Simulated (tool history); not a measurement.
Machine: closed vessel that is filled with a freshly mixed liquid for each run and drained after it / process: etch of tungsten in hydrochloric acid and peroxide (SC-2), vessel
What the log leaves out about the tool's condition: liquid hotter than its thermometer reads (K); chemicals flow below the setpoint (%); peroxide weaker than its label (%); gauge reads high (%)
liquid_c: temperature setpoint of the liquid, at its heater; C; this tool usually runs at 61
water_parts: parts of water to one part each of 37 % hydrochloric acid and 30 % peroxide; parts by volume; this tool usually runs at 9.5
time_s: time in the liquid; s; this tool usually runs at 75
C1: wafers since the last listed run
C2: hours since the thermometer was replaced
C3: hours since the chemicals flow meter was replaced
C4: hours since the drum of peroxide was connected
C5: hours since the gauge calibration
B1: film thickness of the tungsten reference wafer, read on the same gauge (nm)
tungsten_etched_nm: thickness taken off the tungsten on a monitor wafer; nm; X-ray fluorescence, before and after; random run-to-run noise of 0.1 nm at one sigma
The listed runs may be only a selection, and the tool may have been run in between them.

run 1 hour=0 | liquid_c=61 water_parts=9.5 time_s=75 | C1=0 C2=941.1 C3=1297.3 C4=866.2 C5=639.6 | B1=79.98 | tungsten_etched_nm=23.67
run 2 hour=54.8 | liquid_c=61 water_parts=9.5 time_s=45 | C1=7358 C2=995.9 C3=1352.1 C4=921 C5=694.4 | B1=80 | tungsten_etched_nm=14.32
run 3 hour=82.5 | liquid_c=61 water_parts=9.5 time_s=45 | C1=3719 C2=1023.6 C3=1379.8 C4=948.7 C5=722.1 | B1=80.01 | tungsten_etched_nm=14.2
run 4 hour=124.4 | liquid_c=61 water_parts=9.5 time_s=95 | C1=5626 C2=1065.5 C3=1421.7 C4=990.6 C5=764 | B1=80.03 | tungsten_etched_nm=30.09
run 5 hour=146.3 | liquid_c=61 water_parts=9.5 time_s=95 | C1=2940 C2=1087.4 C3=1443.6 C4=1012.5 C5=785.9 | B1=80.01 | tungsten_etched_nm=29.9
run 6 hour=181.9 | liquid_c=61 water_parts=9.5 time_s=75 | C1=4780 C2=1123 C3=1479.2 C4=1048.1 C5=821.5 | B1=80.03 | tungsten_etched_nm=23.64
run 7 hour=198.6 | liquid_c=61 water_parts=9.5 time_s=75 | C1=2242 C2=1139.7 C3=1495.9 C4=1064.8 C5=838.2 | B1=80 | tungsten_etched_nm=23.48
run 8 hour=225.5 | liquid_c=61 water_parts=9.5 time_s=75 | C1=3612 C2=1166.6 C3=1522.8 C4=1091.7 C5=865.1 | B1=80.01 | tungsten_etched_nm=23.46
run 9 hour=239.6 | liquid_c=61 water_parts=9.5 time_s=75 | C1=1893 C2=1180.7 C3=1536.9 C4=1105.8 C5=879.2 | B1=80 | tungsten_etched_nm=23.39
-- hour=241.4 gauge calibrated
-- hour=262.2 chemicals flow meter replaced
run 10 hour=264.5 | liquid_c=61 water_parts=9.5 time_s=75 | C1=3209 C2=1205.6 C3=2.3 C4=1130.7 C5=23.1 | B1=80 | tungsten_etched_nm=25.68
run 11 hour=297.3 | liquid_c=61 water_parts=9.5 time_s=75 | C1=4404 C2=1238.4 C3=35.1 C4=1163.5 C5=55.9 | B1=80 | tungsten_etched_nm=25.85
run 12 hour=331.8 | liquid_c=66.5 water_parts=9.5 time_s=75 | C1=4632 C2=1272.9 C3=69.6 C4=1198 C5=90.4 | B1=80.02 | tungsten_etched_nm=35.83
run 13 hour=345.8 | liquid_c=66.5 water_parts=9.5 time_s=75 | C1=1879 C2=1286.9 C3=83.6 C4=1212 C5=104.4 | B1=80.02 | tungsten_etched_nm=36.24
run 14 hour=381.7 | liquid_c=61 water_parts=9.5 time_s=75 | C1=4820 C2=1322.8 C3=119.5 C4=1247.9 C5=140.3 | B1=80 | tungsten_etched_nm=25.68
run 15 hour=396 | liquid_c=54 water_parts=9.5 time_s=35 | C1=1920 C2=1337.1 C3=133.8 C4=1262.2 C5=154.6 | B1=80 | tungsten_etched_nm=7.61
-- hour=402.4 thermometer replaced
-- hour=413.2 new drum of peroxide connected
run 16 hour=424.8 | liquid_c=61 water_parts=9.5 time_s=75 | C1=3598 C2=22.4 C3=162.6 C4=11.6 C5=183.4 | B1=80 | tungsten_etched_nm=25.52
run 17 hour=452.6 | liquid_c=53.5 water_parts=7 time_s=100 | C1=3733 C2=50.2 C3=190.4 C4=39.4 C5=211.2 | B1=80 | tungsten_etched_nm=27
run 18 hour=474.8 | liquid_c=61 water_parts=11.5 time_s=75 | C1=2981 C2=72.4 C3=212.6 C4=61.6 C5=233.4 | B1=80.04 | tungsten_etched_nm=21.71
run 19 hour=489.5 | liquid_c=61 water_parts=9.5 time_s=75 | C1=1973 C2=87.1 C3=227.3 C4=76.3 C5=248.1 | B1=79.98 | tungsten_etched_nm=25.47
run 20 hour=507.4 | liquid_c=64.5 water_parts=7.5 time_s=95 | C1=2403 C2=105 C3=245.2 C4=94.2 C5=266 | B1=80 | tungsten_etched_nm=48.59

Predict the results of run 21:
run 21 hour=543 | liquid_c=54 water_parts=14.5 time_s=75 | C1=4780 C2=140.6 C3=280.8 C4=129.8 C5=301.6 | B1=? | tungsten_etched_nm=?

{"run 21": {"B1": 80.01, "tungsten_etched_nm": 11.25}}
On a tool with no hidden condition, and with the same random variation, this run would have come out at tungsten_etched_nm 11.55 nm.
